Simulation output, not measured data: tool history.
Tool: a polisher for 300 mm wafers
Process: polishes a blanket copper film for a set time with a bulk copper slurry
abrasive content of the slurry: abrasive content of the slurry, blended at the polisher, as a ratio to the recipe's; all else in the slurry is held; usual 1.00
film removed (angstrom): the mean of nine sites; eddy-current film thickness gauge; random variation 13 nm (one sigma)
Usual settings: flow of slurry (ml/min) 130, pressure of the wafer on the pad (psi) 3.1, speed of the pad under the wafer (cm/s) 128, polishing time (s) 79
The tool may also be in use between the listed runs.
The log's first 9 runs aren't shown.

run,hour,flow of slurry (ml/min),pressure of the wafer on the pad (psi),speed of the pad under the wafer (cm/s),abrasive content of the slurry,polishing time (s),wafers since the last listed run,wafers polished on this pad,hours since the slurry nozzle was cleaned,hours since the head pressure was calibrated,hours since the slurry blender was calibrated,"incoming thickness of the incoming film, nm",film removed (angstrom)
# hour 724.8: slurry blender recalibrated
10,775.1,130,3.1,128,1.00,79,626,1873,485.6,347.3,50.3,3820.2,10412
11,824.6,130,3.1,128,1.00,79,350,2223,535.1,396.8,99.8,3795.6,10172
12,877.1,130,3.1,128,1.00,79,371,2594,587.6,449.3,152.3,3812.9,10342
# hour 900.5: slurry nozzle cleaned
13,913.7,130,3.1,128,1.00,79,251,2846,13.2,485.9,188.9,3759.4,10268
# hour 936.1: worn pad replaced by a new one
# hour 972.8: head pressure recalibrated
14,994.9,130,3.1,128,1.00,79,531,402,94.4,22.1,270.1,3799.7,10749
15,1052.1,130,3.1,128,1.00,79,404,806,151.6,79.3,327.3,3822.0,10571
16,1099.7,130,3.1,128,1.00,79,336,1143,199.2,126.9,374.9,3870.6,10584
17,1171.1,130,3.1,128,1.00,79,505,1648,270.6,198.3,446.3,3832.3,10497
18,1208.6,130,3.1,128,1.00,79,265,1913,308.1,235.8,483.8,3769.4,10491
# hour 1260.1: slurry blender recalibrated
19,1280.8,130,3.1,128,1.00,79,496,2410,380.3,308.0,20.7,3835.0,10260
20,1362.7,130,3.1,128,1.00,57,579,2989,462.2,389.9,102.6,3843.7,7257
# hour 1385.5: worn pad replaced by a new one
21,1465.7,150,3.8,154,1.00,94,700,567,565.2,492.9,205.6,3805.2,19211
# hour 1492.4: head pressure recalibrated
# hour 1494.7: slurry nozzle cleaned
22,1537.2,110,3.4,146,1.00,79,484,1051,42.5,44.8,277.1,3843.4,12769
23,1631.4,85,3.1,128,1.00,67,666,1718,136.7,139.0,371.3,3864.3,7901
24,1692.9,115,2.8,128,0.90,90,435,2153,198.2,200.5,432.8,3799.6,10103
# hour 1723.8: slurry blender recalibrated
25,1747.1,90,3.1,160,1.00,96,369,2522,252.4,254.7,23.3,3761.0,14154
# hour 1794.1: worn pad replaced by a new one
26,1834.6,130,3.1,128,1.00,79,590,286,339.9,342.2,110.8,3788.7,10635
27,1912.1,130,3.1,128,1.00,79,548,834,417.4,419.7,188.3,3851.7,10618
28,1984.2,95,3.1,86,1.15,96,510,1344,489.5,491.8,260.4,3761.5,8205
# hour 1992.7: head pressure recalibrated
29,2066.8,130,3.1,128,0.80,103,570,1914,572.1,74.1,343.0,3750.2,12812
# hour 2109.7: slurry nozzle cleaned
30,2114.0,165,3.1,128,1.00,79,326,2241,4.3,121.3,390.2,3787.0,10781
31,2186.2,130,3.9,128,1.00,79,510,2752,76.5,193.5,462.4,3880.7,12941

3 ways to go on from here, each from the tool as it stands after run 31. What would each give?
A,2186.6,130,3.1,128,1.20,79,2,2755,76.9,193.9,462.8,3822.6,?
B,2186.6,130,3.1,128,0.85,79,2,2755,76.9,193.9,462.8,3822.6,?
C,2186.6,110,4.1,142,1.00,79,2,2755,76.9,193.9,462.8,3822.6,?

run,film removed (angstrom)
A,10618
B,9621
C,14203
Without the tool's hidden state the same runs would have given:
run,film removed (angstrom)
A,11228
B,10174
C,15019
